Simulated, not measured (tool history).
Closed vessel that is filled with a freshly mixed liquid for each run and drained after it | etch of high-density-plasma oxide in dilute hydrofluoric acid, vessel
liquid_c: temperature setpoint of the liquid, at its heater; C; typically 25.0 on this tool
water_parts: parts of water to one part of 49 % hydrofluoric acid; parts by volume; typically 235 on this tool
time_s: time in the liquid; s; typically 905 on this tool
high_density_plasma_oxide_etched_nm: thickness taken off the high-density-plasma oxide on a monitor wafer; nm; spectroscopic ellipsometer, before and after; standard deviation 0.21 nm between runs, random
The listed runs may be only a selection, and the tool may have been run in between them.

run    hour  liquid_c  water_parts  time_s  read-back film thickness of the high-density-plasma oxide reference wafer, read on the same gauge (nm)  high_density_plasma_oxide_etched_nm
  1     0.0      25.0          235     905                                                                                                   89.98                                24.70
  2   107.6      25.0          235     905                                                                                                   90.02                                24.94
  3   197.4      23.5          235     905                                                                                                   90.02                                23.66
  4   276.3      25.0          235     905                                                                                                   90.02                                25.21
  5   315.9      25.0          235     905                                                                                                   90.01                                24.97
  6   483.2      25.0          235     905                                                                                                   89.96                                24.85
  7   538.8      25.0          235     905                                                                                                   89.96                                25.59
      558.8  -- gauge calibrated
  8   625.6      25.0          235     905                                                                                                   89.98                                25.52
      657.4  -- thermometer replaced
  9   699.6      25.0          235     905                                                                                                   90.01                                24.37
 10   786.1      25.0          150     905                                                                                                   90.03                                42.52
 11   869.6      23.0          235     905                                                                                                   90.04                                23.20
 12   924.1      25.0          205     905                                                                                                   90.00                                29.25
 13   995.0      25.0          235     660                                                                                                   90.02                                18.27
 14  1046.2      25.0          235     905                                                                                                   89.95                                24.73
 15  1140.3      25.0          155     465                                                                                                   89.96                                21.43
 16  1204.0      25.0          235     905                                                                                                   90.00                                25.07
 17  1257.3      25.0          175    1040                                                                                                   89.99                                42.09
 18  1336.8      22.0          235     905                                                                                                   90.01                                22.77
 19  1411.9      28.5          140    1255                                                                                                   90.03                                74.96
     1448.6  -- thermometer replaced
 20  1511.6      25.0          200     450                                                                                                   90.03                                15.08
 21  1551.3      28.5          115     455                                                                                                   89.98                                32.92
     1575.7  -- hydrofluoric acid flow meter replaced
 22  1620.8      21.5          235     660                                                                                                   89.98                                15.68
 23  1715.8      25.0          235     905                                                                                                   89.96                                24.87
 24  1816.2      21.0          235     730                                                                                                   90.03                                17.24
 25  1971.2      25.0          235     905                                                                                                   90.01                                25.03
 26  2017.4      27.5          350     905                                                                                                   89.96                                15.98
 27  2056.8      25.0          310     905                                                                                                   90.02                                17.90
 28  2119.3      21.5          290     390                                                                                                   89.99                                 7.48
 29  2183.8      25.0          340    1415                                                                                                   89.99                                24.51
 30  2221.8      28.5          115    1045                                                                                                   90.03                                77.54
     2290.0  -- thermometer replaced
 31  2313.9      25.0          235     760                                                                                                   89.98                                20.51

What would each run have given without the hidden state, its run-to-run variation left as it was?
Hidden state at play: liquid hotter than its thermometer reads (K); hydrofluoric acid flow below the setpoint (%); gauge reads high (%).
run  high_density_plasma_oxide_etched_nm
  1                                24.27
  2                                24.37
  3                                23.01
  4                                24.44
  5                                24.17
  6                                23.86
  7                                24.51
  8                                24.34
  9                                24.08
 10                                41.80
 11                                22.73
 12                                28.59
 13                                17.81
 14                                24.04
 15                                20.70
 16                                24.19
 17                                40.46
 18                                21.81
 19                                71.54
 20                                14.96
 21                                32.58
 22                                15.46
 23                                24.43
 24                                16.84
 25                                24.29
 26                                15.53
 27                                17.34
 28                                 7.21
 29                                23.61
 30                                74.23
 31                                20.35
